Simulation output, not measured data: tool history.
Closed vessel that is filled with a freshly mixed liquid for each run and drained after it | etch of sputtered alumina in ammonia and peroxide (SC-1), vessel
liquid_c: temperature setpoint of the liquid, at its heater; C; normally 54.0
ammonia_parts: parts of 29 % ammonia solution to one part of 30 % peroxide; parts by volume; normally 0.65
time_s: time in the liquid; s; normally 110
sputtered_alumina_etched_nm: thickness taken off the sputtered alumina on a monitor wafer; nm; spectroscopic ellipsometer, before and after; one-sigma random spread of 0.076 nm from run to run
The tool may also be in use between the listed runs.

run     day  liquid_c  ammonia_parts  time_s  wafers since the last listed run  hours since the thermometer was replaced  hours since the ammonia flow meter was replaced  hours since the drum of ammonia solution was connected  hours since the gauge calibration  read-back film thickness of the sputtered alumina reference wafer, read on the same gauge (nm)  sputtered_alumina_etched_nm
  1   0.000      54.0           0.75     110                                 0                                     650.8                                              7.8                                                    14.9                              495.3                                                                                          111.32                         9.13
      0.988  -- thermometer replaced
  2   1.192      54.0           0.65     110                              1983                                       4.9                                             36.4                                                    43.5                              523.9                                                                                          111.47                         8.91
  3   2.008      54.0           0.65     145                              1408                                      24.5                                             56.0                                                    63.1                              543.5                                                                                          111.52                        11.80
  4   2.629      54.0           0.65     145                              1070                                      39.4                                             70.9                                                    78.0                              558.4                                                                                          111.59                        11.70
  5   3.558      50.5           0.65     110                              1602                                      61.7                                             93.2                                                   100.3                              580.7                                                                                          111.68                         7.32
  6   4.329      54.0           0.90     130                              1329                                      80.2                                            111.7                                                   118.8                              599.2                                                                                          111.73                        10.85
  7   5.550      54.0           0.40      75                              2105                                     109.5                                            141.0                                                   148.1                              628.5                                                                                          111.89                         5.77
  8   6.879      47.0           0.85     160                              2292                                     141.4                                            172.9                                                   180.0                              660.4                                                                                          112.02                         9.10
  9   8.125      60.0           0.45      65                              2148                                     171.3                                            202.8                                                   209.9                              690.3                                                                                          112.10                         6.90
 10   9.379      54.0           0.65     110                              2162                                     201.4                                            232.9                                                   240.0                              720.4                                                                                          112.27                         9.02
 11  10.254      54.0           0.65     110                              1509                                     222.4                                            253.9                                                   261.0                              741.4                                                                                          112.33                         9.01
 12  11.346      50.5           0.45      50                              1882                                     248.6                                            280.1                                                   287.2                              767.6                                                                                          112.43                         3.26
 13  11.996      60.5           0.55     145                              1121                                     264.2                                            295.7                                                   302.8                              783.2                                                                                          112.50                        16.12
 14  13.246      62.5           0.65     110                              2155                                     294.2                                            325.7                                                   332.8                              813.2                                                                                          112.61                        14.12
 15  14.083      44.5           0.65     165                              1444                                     314.3                                            345.8                                                   352.9                              833.3                                                                                          112.70                         8.11
 16  14.800      61.0           0.85     155                              1235                                     331.5                                            363.0                                                   370.1                              850.5                                                                                          112.80                        18.96
     17.638  -- new drum of ammonia solution connected
 17  18.025      54.0           0.65     110                              5490                                     408.9                                            440.4                                                     9.3                              927.9                                                                                          113.10                         9.11
     18.521  -- gauge calibrated
 18  19.192      54.0           0.65     110                              2012                                     436.9                                            468.4                                                    37.3                               16.1                                                                                          109.60                         8.77
 19  19.733      54.0           0.65     145                               934                                     449.9                                            481.4                                                    50.3                               29.1                                                                                          109.66                        11.66
 20  21.167      58.5           0.55     150                              2471                                     484.3                                            515.8                                                    84.7                               63.5                                                                                          109.80                        14.96
 21  22.129      54.0           0.55     130                              1659                                     507.4                                            538.9                                                   107.8                               86.6                                                                                          109.88                        10.22
 22  23.000      54.0           0.45     170                              1501                                     528.3                                            559.8                                                   128.7                              107.5                                                                                          109.97                        13.36
 23  26.621      54.0           0.85      80                              6244                                     615.2                                            646.7                                                   215.6                              194.4                                                                                          110.34                         6.62
     28.638  -- thermometer replaced
 24  29.217      59.0           0.65     165                              4405                                      13.9                                            709.0                                                   277.9                              256.7                                                                                          110.61                        17.04
 25  30.033      54.0           0.90     110                              1408                                      33.5                                            728.6                                                   297.5                              276.3                                                                                          110.70                         9.21
 26  31.108      54.0           0.65     110                              1853                                      59.3                                            754.4                                                   323.3                              302.1                                                                                          110.80                         8.91
 27  32.229      54.0           0.65     110                              1933                                      86.2                                            781.3                                                   350.2                              329.0                                                                                          110.91                         8.78
     32.712  -- new drum of ammonia solution connected
 28  33.433      54.0           0.65     110                              2004                                     115.1                                            810.2                                                    17.3                              357.9                                                                                          111.00                         8.93
 29  34.004      48.5           0.45     170                               984                                     128.8                                            823.9                                                    31.0                              371.6                                                                                          111.09                         9.84

A few steps of sputtered_alumina_etched_nm between consecutive runs. Split each: what settings, incoming material and random variation would produce without the hidden state, and what is left over for the hidden state, along with gauge scatter present in only one of the two compared results (measured, and without hidden state):
The tool's hidden condition here consists of: liquid colder than its thermometer reads (K); ammonia flow above the setpoint (%); ammonia solution weaker than its label (%); gauge reads high (%).
Run 12 -> 13: liquid_c 50.5 -> 60.5, ammonia_parts 0.45 -> 0.55, time_s 50 -> 145. sputtered_alumina_etched_nm +12.86 nm: hidden state +0.29, all else +12.57.
Run 15 -> 16: liquid_c 44.5 -> 61.0, ammonia_parts 0.65 -> 0.85, time_s 165 -> 155. sputtered_alumina_etched_nm +10.85 nm: hidden state +0.28, all else +10.57.

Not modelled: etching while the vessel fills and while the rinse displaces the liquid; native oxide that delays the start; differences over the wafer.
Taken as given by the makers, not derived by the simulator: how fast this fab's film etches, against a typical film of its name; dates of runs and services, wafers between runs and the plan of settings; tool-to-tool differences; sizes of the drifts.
